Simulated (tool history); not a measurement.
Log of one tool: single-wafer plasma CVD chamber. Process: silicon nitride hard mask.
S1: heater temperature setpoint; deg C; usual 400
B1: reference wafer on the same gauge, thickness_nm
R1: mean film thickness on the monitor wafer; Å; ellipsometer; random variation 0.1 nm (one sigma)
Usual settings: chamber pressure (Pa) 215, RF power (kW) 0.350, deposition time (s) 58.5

Run 1, hour 0.0: usual settings but chamber pressure (Pa) 257, deposition time (s) 52.4; B1 74.304. Result: R1 627.81 Å.
Run 2, hour 13.4: usual settings; B1 74.308. Result: R1 671.69 Å.
Run 3, hour 23.0: usual settings but S1 404 deg C, deposition time (s) 52.0; B1 74.309. Result: R1 595.86 Å.
Run 4, hour 29.7: usual settings but S1 404 deg C, deposition time (s) 52.0; B1 74.289. Result: R1 596.30 Å.
At hour 90.8: thermocouple changed; heater temperature recalibrated.
Run 5, hour 91.3: usual settings but S1 404 deg C, deposition time (s) 52.0; B1 74.312. Result: R1 595.35 Å.
Run 6, hour 98.5: usual settings; B1 74.305. Result: R1 671.82 Å.
At hour 104.2: gauge calibrated.
Run 7, hour 114.9: usual settings but S1 412 deg C, chamber pressure (Pa) 241, RF power (kW) 0.315, deposition time (s) 63.6; B1 74.298. Result: R1 669.12 Å.
Run 8, hour 121.4: usual settings but S1 388 deg C, RF power (kW) 0.295, deposition time (s) 65.9; B1 74.309. Result: R1 631.32 Å.
Run 9, hour 132.8: usual settings; B1 74.307. Result: R1 671.21 Å.
Run 10, hour 145.1: usual settings but S1 404 deg C, chamber pressure (Pa) 229; B1 74.292. Result: R1 681.19 Å.
Run 11, hour 160.9: usual settings; B1 74.294. Result: R1 670.82 Å.
Run 12, hour 168.5: usual settings but S1 386 deg C, chamber pressure (Pa) 252, deposition time (s) 67.6; B1 74.324. Result: R1 810.86 Å.
At hour 191.8: capacitance manometer re-zeroed and calibrated.
Run 13, hour 192.3: usual settings but S1 408 deg C, chamber pressure (Pa) 232; B1 74.272. Result: R1 682.89 Å.
Run 14, hour 193.3: usual settings but chamber pressure (Pa) 235, RF power (kW) 0.415, deposition time (s) 47.3; B1 74.306. Result: R1 646.28 Å.
Run 15, hour 203.1: usual settings but S1 408 deg C, chamber pressure (Pa) 239, RF power (kW) 0.380, deposition time (s) 53.3; B1 74.314. Result: R1 677.20 Å.
Run 16, hour 214.9: usual settings but chamber pressure (Pa) 233, RF power (kW) 0.300; B1 74.310. Result: R1 580.33 Å.
Run 17, hour 224.9: usual settings but S1 408 deg C, chamber pressure (Pa) 232; B1 74.311. Result: R1 682.54 Å.
At hour 234.6: RF generator calibrated.
Run 18, hour 235.1: usual settings but RF power (kW) 0.280; B1 74.306. Result: R1 531.37 Å.
Run 19, hour 241.6: usual settings but chamber pressure (Pa) 172, deposition time (s) 68.3; B1 74.311. Result: R1 752.50 Å.
Run 20, hour 251.2: usual settings; B1 74.307. Result: R1 679.13 Å.
Run 21, hour 265.9: usual settings but S1 414 deg C, deposition time (s) 55.1; B1 74.309. Result: R1 636.42 Å.
Run 22, hour 282.5: usual settings but S1 407 deg C, chamber pressure (Pa) 169, RF power (kW) 0.290, deposition time (s) 51.1; B1 74.284. Result: R1 453.30 Å.
Run 23, hour 294.5: usual settings but RF power (kW) 0.280, deposition time (s) 47.2; B1 74.284. Result: R1 426.01 Å.
Run 24, hour 302.5: usual settings; B1 74.307. Result: R1 678.91 Å.
Run 25, hour 314.9: usual settings but chamber pressure (Pa) 199; B1 74.306. Result: R1 666.82 Å.
Run 26, hour 332.0: usual settings but S1 414 deg C, deposition time (s) 55.1; B1 74.307. Result: R1 635.17 Å.
Run 27, hour 340.4: usual settings; B1 74.303. Result: R1 679.42 Å.
Run 28, hour 354.9: usual settings but S1 387 deg C, RF power (kW) 0.370, deposition time (s) 63.2; B1 74.291. Result: R1 777.13 Å.
Run 29, hour 371.1: usual settings but S1 386 deg C, chamber pressure (Pa) 249, RF power (kW) 0.300, deposition time (s) 62.3; B1 74.314. Result: R1 637.81 Å.
Run 30, hour 385.8: usual settings but S1 390 deg C; B1 74.320. Result: R1 681.01 Å.

Measured less the same run without the tool's hidden state. The same run-to-run variation is in both; the gauge's scatter may not be:
The hidden state here: wafer temperature above the value expected at the setpoint (K); delivered RF power above the setpoint (%); true pressure above the setpoint (%); gauge reads high (%).
run      R1
  1   -9.58
  2  -10.27
  3   -9.12
  4   -9.14
  5   -9.21
  6  -10.39
  7  -11.20
  8  -11.01
  9  -10.43
 10  -10.60
 11  -10.45
 12  -12.65
 13  -10.68
 14   -9.36
 15  -10.09
 16  -10.22
 17  -10.70
 18   -1.42
 19   -1.96
 20   -1.99
 21   -2.17
 22   -2.00
 23   -2.06
 24   -3.09
 25   -3.29
 26   -3.44
 27   -3.84
 28   -4.71
 29   -4.64
 30   -4.67
